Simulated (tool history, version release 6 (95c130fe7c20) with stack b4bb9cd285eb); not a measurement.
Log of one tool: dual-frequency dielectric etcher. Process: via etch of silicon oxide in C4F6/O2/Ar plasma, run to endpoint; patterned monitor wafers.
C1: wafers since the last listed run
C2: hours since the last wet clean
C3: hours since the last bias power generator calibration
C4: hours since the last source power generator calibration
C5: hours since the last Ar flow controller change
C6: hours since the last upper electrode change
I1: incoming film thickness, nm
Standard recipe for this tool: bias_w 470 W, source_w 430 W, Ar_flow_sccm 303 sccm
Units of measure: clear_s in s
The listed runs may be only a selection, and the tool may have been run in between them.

Run 1, day 0: usual settings but source_w 510 W, Ar_flow_sccm 320 sccm; C1 0; C2 387.5; C3 3378.1; C4 1603.4; C5 1955.9; C6 4805.6; I1 85.3. Result: clear_s 16 s.
At day 0.738: wet clean of the chamber.
Run 2, day 1.262: usual settings but bias_w 430 W, source_w 350 W; C1 121; C2 12.6; C3 3408.4; C4 1633.7; C5 1986.2; C6 4835.9; I1 85.8. Result: clear_s 20.4 s.
Run 3, day 2.104: usual settings but bias_w 430 W, source_w 350 W; C1 194; C2 32.8; C3 3428.6; C4 1653.9; C5 2006.4; C6 4856.1; I1 86.3. Result: clear_s 20.5 s.
Run 4, day 3.154: usual settings but Ar_flow_sccm 341 sccm; C1 242; C2 58; C3 3453.8; C4 1679.1; C5 2031.6; C6 4881.3; I1 85.1. Result: clear_s 17.8 s.
Run 5, day 3.692: usual settings but Ar_flow_sccm 341 sccm; C1 123; C2 70.9; C3 3466.7; C4 1692; C5 2044.5; C6 4894.2; I1 86.5. Result: clear_s 18.1 s.
Run 6, day 6.183: usual settings but bias_w 415 W, Ar_flow_sccm 266 sccm; C1 574; C2 130.7; C3 3526.5; C4 1751.8; C5 2104.3; C6 4954; I1 86.1. Result: clear_s 18.2 s.
Run 7, day 6.846: usual settings but bias_w 415 W, Ar_flow_sccm 266 sccm; C1 152; C2 146.6; C3 3542.4; C4 1767.7; C5 2120.2; C6 4969.9; I1 85.5. Result: clear_s 18.1 s.
At day 8.004: bias power generator calibrated.
At day 8.921: upper electrode replaced.
Run 8, day 8.942: usual settings but bias_w 415 W, Ar_flow_sccm 266 sccm; C1 233; C2 196.9; C3 22.5; C4 1818; C5 2170.5; C6 0.5; I1 84.8. Result: clear_s 17.7 s.
At day 9.288: Ar flow controller replaced.
Run 9, day 9.929: usual settings but source_w 500 W, Ar_flow_sccm 330 sccm; C1 170; C2 220.6; C3 46.2; C4 1841.7; C5 15.4; C6 24.2; I1 85.5. Result: clear_s 16.5 s.
At day 11.4: source power generator calibrated.
Run 10, day 11.421: usual settings but Ar_flow_sccm 267 sccm; C1 305; C2 256.4; C3 82; C4 0.5; C5 51.2; C6 60; I1 86.5. Result: clear_s 17.3 s.
Run 11, day 12.5: usual settings but source_w 380 W, Ar_flow_sccm 279 sccm; C1 248; C2 282.3; C3 107.9; C4 26.4; C5 77.1; C6 85.9; I1 85.5. Result: clear_s 18.2 s.
Run 12, day 13.875: usual settings but Ar_flow_sccm 364 sccm; C1 316; C2 315.3; C3 140.9; C4 59.4; C5 110.1; C6 118.9; I1 85.6. Result: clear_s 17.7 s.
At day 15.138: wet clean of the chamber.
Run 13, day 15.158: usual settings but Ar_flow_sccm 341 sccm; C1 65; C2 0.5; C3 171.7; C4 90.2; C5 140.9; C6 149.7; I1 85.4. Result: clear_s 18.2 s.
Run 14, day 16.238: usual settings but bias_w 397 W, source_w 540 W; C1 248; C2 26.4; C3 197.6; C4 116.1; C5 166.8; C6 175.6; I1 84.6. Result: clear_s 17 s.
Run 15, day 17.138: usual settings but bias_w 382 W, source_w 400 W, Ar_flow_sccm 255 sccm; C1 207; C2 48; C3 219.2; C4 137.7; C5 188.4; C6 197.2; I1 85.7. Result: clear_s 19.6 s.
Run 16, day 18.442: usual settings but bias_w 361 W, Ar_flow_sccm 244 sccm; C1 300; C2 79.3; C3 250.5; C4 169; C5 219.7; C6 228.5; I1 86. Result: clear_s 19.4 s.
Run 17, day 19.008: usual settings but bias_w 437 W, source_w 490 W, Ar_flow_sccm 254 sccm; C1 130; C2 92.9; C3 264.1; C4 182.6; C5 233.3; C6 242.1; I1 85.7. Result: clear_s 17.2 s.
Run 18, day 20.475: usual settings; C1 338; C2 128.1; C3 299.3; C4 217.8; C5 268.5; C6 277.3; I1 85. Result: clear_s 17.6 s.

Below are 4 alternative next runs, each starting from the tool's condition after run 18. Predict each:
Run A, day 20.492: usual settings but source_w 330 W; C1 3; C2 128.5; C3 299.7; C4 218.2; C5 268.9; C6 277.7; I1 85. Result: clear_s ?.
Run B, day 20.492: usual settings but bias_w 387 W, source_w 510 W, Ar_flow_sccm 351 sccm; C1 3; C2 128.5; C3 299.7; C4 218.2; C5 268.9; C6 277.7; I1 85. Result: clear_s ?.
Run C, day 20.492: usual settings but bias_w 512 W, Ar_flow_sccm 372 sccm; C1 3; C2 128.5; C3 299.7; C4 218.2; C5 268.9; C6 277.7; I1 85. Result: clear_s ?.
Run D, day 20.492: usual settings but source_w 480 W, Ar_flow_sccm 331 sccm; C1 3; C2 128.5; C3 299.7; C4 218.2; C5 268.9; C6 277.7; I1 85. Result: clear_s ?.

run  clear_s
  A     19.9
  B     17.5
  C     17.4
  D     16.9
The same runs, with their run-to-run variation unchanged, on a tool lacking any hidden condition would have given:
run  clear_s
  A     20.3
  B     17.8
  C     17.7
  D     17.2
